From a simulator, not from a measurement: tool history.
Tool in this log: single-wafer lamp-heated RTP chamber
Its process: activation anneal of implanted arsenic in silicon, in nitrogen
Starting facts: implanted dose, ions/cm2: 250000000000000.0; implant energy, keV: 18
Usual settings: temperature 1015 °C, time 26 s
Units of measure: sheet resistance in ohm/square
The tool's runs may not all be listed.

run	hour	temperature	time	wafers since the last listed run	wafers since the last pyrometer calibration	wafers since the reflector plate was cleaned	hours since the gauge calibration	read-back reference wafer on the same gauge, sheet resistance	sheet resistance
1	0	1015	36	0	922	922	312.5	283.05	342.31
2	20.6	1015	36	345	1268	1268	333.1	283.01	341.58
3	50.4	1015	36	500	1768	1768	362.9	283.05	341.57
4	78.1	1004	26	465	2234	2234	390.6	283.02	345.7
5	128.4	1004	26	844	3078	3078	440.9	282.98	344.34
6	157.5	1004	26	488	3567	3567	470	282.95	346.33
7	176.6	1015	26	320	3888	3888	489.1	283.06	344.63
8	193.9	1000	26	290	4178	4178	506.4	283.12	346.18
9	221.6	1000	26	465	4644	4644	534.1	282.97	345.13
# hour 238.4: reflector plate cleaned
10	249.3	1015	26	330	4974	183	561.8	283.08	343.14
11	262.6	1015	26	223	5198	407	575.1	283.01	343.72
12	293.4	1015	26	517	5715	924	605.9	283.03	343.77
# hour 367.6: pyrometer window cleaned and pyrometer calibrated
13	368.1	1015	26	1120	8	2044	680.6	283	342.62
14	392.6	1015	26	411	420	2455	705.1	283	341.68
15	414.7	1015	26	371	791	2827	727.2	283.01	343.09
16	442.7	1015	26	470	1261	3297	755.2	282.96	343.11
17	477.3	1015	26	581	1842	3878	789.8	282.98	342.01
18	505.1	1015	26	466	2309	4345	817.6	282.95	342.35
19	521.5	1005	32	275	2585	4620	834	282.95	341.37
20	542.1	1015	26	345	2931	4966	854.6	282.97	342.29
# hour 558.8: reflector plate cleaned
21	574.4	1005	32	408	3339	262	886.9	283.08	341.9

Run 22, settings as shown, results not yet in. Your forecast:
# hour 603: pyrometer window cleaned and pyrometer calibrated, repeated, since the last time left the tool worse
22	609.5	1015	26	455	109	717	922	?	?

read-back reference wafer on the same gauge, sheet resistance: 282.98
sheet resistance: 344.16 ohm/square
The same run, on a tool lacking any hidden state, would have yielded sheet resistance 344.28 ohm/square.
